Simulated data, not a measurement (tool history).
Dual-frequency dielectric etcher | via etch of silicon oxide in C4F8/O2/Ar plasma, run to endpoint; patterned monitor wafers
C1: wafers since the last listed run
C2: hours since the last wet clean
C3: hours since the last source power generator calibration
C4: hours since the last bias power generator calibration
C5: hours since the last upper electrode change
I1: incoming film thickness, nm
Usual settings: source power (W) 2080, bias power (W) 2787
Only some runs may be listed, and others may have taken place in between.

run 1 hour=0.0 | source_power_(W)=2080 bias_power_(W)=2937 | C1=0 C2=100.7 C3=2399.8 C4=1932.4 C5=2630.7 | I1=1391.3 | endpoint_time_(s)=253.2
run 2 hour=55.6 | source_power_(W)=2080 bias_power_(W)=2937 | C1=298 C2=156.3 C3=2455.4 C4=1988.0 C5=2686.3 | I1=1374.7 | endpoint_time_(s)=250.4
run 3 hour=113.0 | source_power_(W)=2080 bias_power_(W)=2937 | C1=308 C2=213.7 C3=2512.8 C4=2045.4 C5=2743.7 | I1=1386.3 | endpoint_time_(s)=250.6
run 4 hour=209.3 | source_power_(W)=2080 bias_power_(W)=3025 | C1=517 C2=310.0 C3=2609.1 C4=2141.7 C5=2840.0 | I1=1389.6 | endpoint_time_(s)=252.0
-- hour=309.9 wet clean of the chamber
run 5 hour=315.6 | source_power_(W)=2080 bias_power_(W)=3025 | C1=442 C2=5.7 C3=2715.4 C4=2248.0 C5=2946.3 | I1=1369.6 | endpoint_time_(s)=245.9
run 6 hour=408.6 | source_power_(W)=2080 bias_power_(W)=3025 | C1=499 C2=98.7 C3=2808.4 C4=2341.0 C5=3039.3 | I1=1381.7 | endpoint_time_(s)=250.4
run 7 hour=498.6 | source_power_(W)=2080 bias_power_(W)=2787 | C1=483 C2=188.7 C3=2898.4 C4=2431.0 C5=3129.3 | I1=1391.0 | endpoint_time_(s)=256.7
run 8 hour=585.9 | source_power_(W)=2080 bias_power_(W)=2787 | C1=469 C2=276.0 C3=2985.7 C4=2518.3 C5=3216.6 | I1=1392.7 | endpoint_time_(s)=258.3
run 9 hour=645.5 | source_power_(W)=2080 bias_power_(W)=2787 | C1=320 C2=335.6 C3=3045.3 C4=2577.9 C5=3276.2 | I1=1396.6 | endpoint_time_(s)=258.9
-- hour=689.7 upper electrode replaced
-- hour=742.2 wet clean of the chamber
run 10 hour=742.7 | source_power_(W)=2080 bias_power_(W)=2787 | C1=264 C2=0.5 C3=3142.5 C4=2675.1 C5=53.0 | I1=1386.2 | endpoint_time_(s)=257.3
run 11 hour=802.7 | source_power_(W)=2080 bias_power_(W)=2787 | C1=322 C2=60.5 C3=3202.5 C4=2735.1 C5=113.0 | I1=1379.3 | endpoint_time_(s)=256.0
-- hour=850.6 source power generator calibrated
run 12 hour=930.3 | source_power_(W)=2080 bias_power_(W)=2306 | C1=664 C2=188.1 C3=79.7 C4=2862.7 C5=240.6 | I1=1375.2 | endpoint_time_(s)=257.4
run 13 hour=977.6 | source_power_(W)=2080 bias_power_(W)=2306 | C1=254 C2=235.4 C3=127.0 C4=2910.0 C5=287.9 | I1=1394.7 | endpoint_time_(s)=259.9
run 14 hour=1055.6 | source_power_(W)=2080 bias_power_(W)=2306 | C1=419 C2=313.4 C3=205.0 C4=2988.0 C5=365.9 | I1=1370.2 | endpoint_time_(s)=258.5
-- hour=1148.7 source power generator calibrated, repeated, since the last time left the tool worse
-- hour=1158.7 wet clean of the chamber
run 15 hour=1159.2 | source_power_(W)=2470 bias_power_(W)=3249 | C1=481 C2=0.5 C3=10.5 C4=3091.6 C5=469.5 | I1=1372.0 | endpoint_time_(s)=222.2
-- hour=1180.6 bias power generator calibrated
run 16 hour=1229.1 | source_power_(W)=1860 bias_power_(W)=3259 | C1=354 C2=70.4 C3=80.4 C4=48.5 C5=539.4 | I1=1360.8 | endpoint_time_(s)=249.3
run 17 hour=1291.6 | source_power_(W)=2080 bias_power_(W)=2419 | C1=335 C2=132.9 C3=142.9 C4=111.0 C5=601.9 | I1=1383.8 | endpoint_time_(s)=262.9
run 18 hour=1376.8 | source_power_(W)=2370 bias_power_(W)=2405 | C1=457 C2=218.1 C3=228.1 C4=196.2 C5=687.1 | I1=1383.3 | endpoint_time_(s)=250.1
run 19 hour=1434.3 | source_power_(W)=2590 bias_power_(W)=2251 | C1=309 C2=275.6 C3=285.6 C4=253.7 C5=744.6 | I1=1382.6 | endpoint_time_(s)=242.9
run 20 hour=1511.6 | source_power_(W)=2080 bias_power_(W)=3025 | C1=415 C2=352.9 C3=362.9 C4=331.0 C5=821.9 | I1=1386.1 | endpoint_time_(s)=248.5
-- hour=1575.0 wet clean of the chamber
run 21 hour=1603.7 | source_power_(W)=1920 bias_power_(W)=2787 | C1=366 C2=28.7 C3=455.0 C4=423.1 C5=914.0 | I1=1372.1 | endpoint_time_(s)=259.7
run 22 hour=1701.4 | source_power_(W)=2080 bias_power_(W)=2787 | C1=525 C2=126.4 C3=552.7 C4=520.8 C5=1011.7 | I1=1373.8 | endpoint_time_(s)=251.9
run 23 hour=1761.1 | source_power_(W)=2380 bias_power_(W)=2557 | C1=320 C2=186.1 C3=612.4 C4=580.5 C5=1071.4 | I1=1371.9 | endpoint_time_(s)=243.5
run 24 hour=1809.2 | source_power_(W)=1830 bias_power_(W)=3177 | C1=258 C2=234.2 C3=660.5 C4=628.6 C5=1119.5 | I1=1373.4 | endpoint_time_(s)=258.9
run 25 hour=1881.9 | source_power_(W)=2080 bias_power_(W)=2787 | C1=390 C2=306.9 C3=733.2 C4=701.3 C5=1192.2 | I1=1384.6 | endpoint_time_(s)=254.0
-- hour=1978.0 wet clean of the chamber
run 26 hour=1978.5 | source_power_(W)=2460 bias_power_(W)=2787 | C1=390 C2=0.5 C3=829.8 C4=797.9 C5=1288.8 | I1=1374.7 | endpoint_time_(s)=233.4
run 27 hour=2021.0 | source_power_(W)=2080 bias_power_(W)=2787 | C1=228 C2=43.0 C3=872.3 C4=840.4 C5=1331.3 | I1=1372.8 | endpoint_time_(s)=252.6
run 28 hour=2091.4 | source_power_(W)=1920 bias_power_(W)=2787 | C1=378 C2=113.4 C3=942.7 C4=910.8 C5=1401.7 | I1=1373.1 | endpoint_time_(s)=259.5

Below are 5 alternative next runs, each starting from the tool's condition after run 28. Predict each:
run A hour=2091.9 | source_power_(W)=2080 bias_power_(W)=2787 | C1=2 C2=113.9 C3=943.2 C4=911.3 C5=1402.2 | I1=1388.1 | endpoint_time_(s)=?
run B hour=2091.9 | source_power_(W)=2510 bias_power_(W)=3141 | C1=2 C2=113.9 C3=943.2 C4=911.3 C5=1402.2 | I1=1388.1 | endpoint_time_(s)=?
run C hour=2091.9 | source_power_(W)=2590 bias_power_(W)=3192 | C1=2 C2=113.9 C3=943.2 C4=911.3 C5=1402.2 | I1=1388.1 | endpoint_time_(s)=?
run D hour=2091.9 | source_power_(W)=2470 bias_power_(W)=2787 | C1=2 C2=113.9 C3=943.2 C4=911.3 C5=1402.2 | I1=1388.1 | endpoint_time_(s)=?
run E hour=2091.9 | source_power_(W)=1820 bias_power_(W)=3031 | C1=2 C2=113.9 C3=943.2 C4=911.3 C5=1402.2 | I1=1388.1 | endpoint_time_(s)=?

run=A endpoint_time_(s)=255.9
run=B endpoint_time_(s)=227.3
run=C endpoint_time_(s)=223.1
run=D endpoint_time_(s)=236.8
run=E endpoint_time_(s)=265.7
With the hidden condition removed and each run's random variation left untouched, the same runs would have given:
run=A endpoint_time_(s)=253.7
run=B endpoint_time_(s)=225.3
run=C endpoint_time_(s)=221.2
run=D endpoint_time_(s)=234.7
run=E endpoint_time_(s)=263.4
